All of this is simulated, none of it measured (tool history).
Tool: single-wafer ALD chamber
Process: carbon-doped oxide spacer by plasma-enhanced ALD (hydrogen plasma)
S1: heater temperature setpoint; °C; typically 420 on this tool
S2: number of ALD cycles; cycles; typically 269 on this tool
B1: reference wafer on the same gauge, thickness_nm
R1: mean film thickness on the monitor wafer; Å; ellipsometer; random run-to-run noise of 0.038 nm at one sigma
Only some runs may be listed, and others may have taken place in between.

| run | hour | S1 | S2 | B1 | R1 |
|---|---|---|---|---|---|
| 1 | 0 | 420 | 269 | 14.301 | 129.53 |
| 2 | 38.8 | 420 | 269 | 14.289 | 129.28 |
| 3 | 100.9 | 431 | 269 | 14.299 | 124.19 |
| 4 | 131.1 | 431 | 269 | 14.303 | 124.73 |
| 5 | 183.5 | 431 | 269 | 14.307 | 124.78 |
| 6 | 245.8 | 410 | 269 | 14.303 | 132.1 |
| 7 | 303.6 | 410 | 269 | 14.292 | 132.09 |
| 8 | 339.8 | 420 | 269 | 14.297 | 128.44 |
| 9 | 405.6 | 420 | 269 | 14.31 | 128.54 |
| 10 | 459.2 | 420 | 269 | 14.3 | 127.91 |
| 11 | 582.2 | 420 | 269 | 14.294 | 128.76 |
| 12 | 618.7 | 420 | 269 | 14.296 | 128.31 |
| 13 | 684.1 | 420 | 269 | 14.301 | 127.48 |
| 14 | 715.5 | 427 | 289 | 14.307 | 135.06 |
| 15 | 772.5 | 410 | 283 | 14.296 | 138.72 |
| 16 | 872.7 | 420 | 269 | 14.309 | 127.45 |
| 17 | 928.8 | 420 | 269 | 14.297 | 127.31 |
|  | 967.6 | gauge calibrated |
| 18 | 999.1 | 426 | 269 | 14.296 | 125.35 |
| 19 | 1135 | 420 | 291 | 14.3 | 137.37 |
| 20 | 1171.8 | 420 | 240 | 14.293 | 113.82 |
|  | 1208.4 | thermocouple changed; heater temperature recalibrated |
| 21 | 1212.4 | 420 | 269 | 14.303 | 129.07 |
| 22 | 1265.5 | 408 | 307 | 14.303 | 152.8 |
| 23 | 1315.3 | 414 | 252 | 14.299 | 123.13 |
| 24 | 1361.6 | 425 | 269 | 14.308 | 127.41 |
| 25 | 1393.3 | 420 | 269 | 14.307 | 129.43 |
| 26 | 1427.7 | 420 | 285 | 14.298 | 137.68 |
| 27 | 1477.2 | 427 | 244 | 14.298 | 115.96 |
| 28 | 1535.1 | 420 | 269 | 14.297 | 129.89 |
| 29 | 1567.3 | 416 | 315 | 14.302 | 153.07 |

3 ways to go on from here, each from the tool as it stands after run 29. What would each give?
| A | 1568.1 | 420 | 269 | ? | ? |
| B | 1568.1 | 413 | 245 | ? | ? |
| C | 1568.1 | 431 | 255 | ? | ? |

| run | B1 | R1 |
|---|---|---|
| A | 14.304 | 129.21 |
| B | 14.304 | 120.07 |
| C | 14.304 | 118.59 |
Had the tool no hidden state, the same runs would have come out as:
| run | R1 |
|---|---|
| A | 129.56 |
| B | 120.39 |
| C | 118.93 |
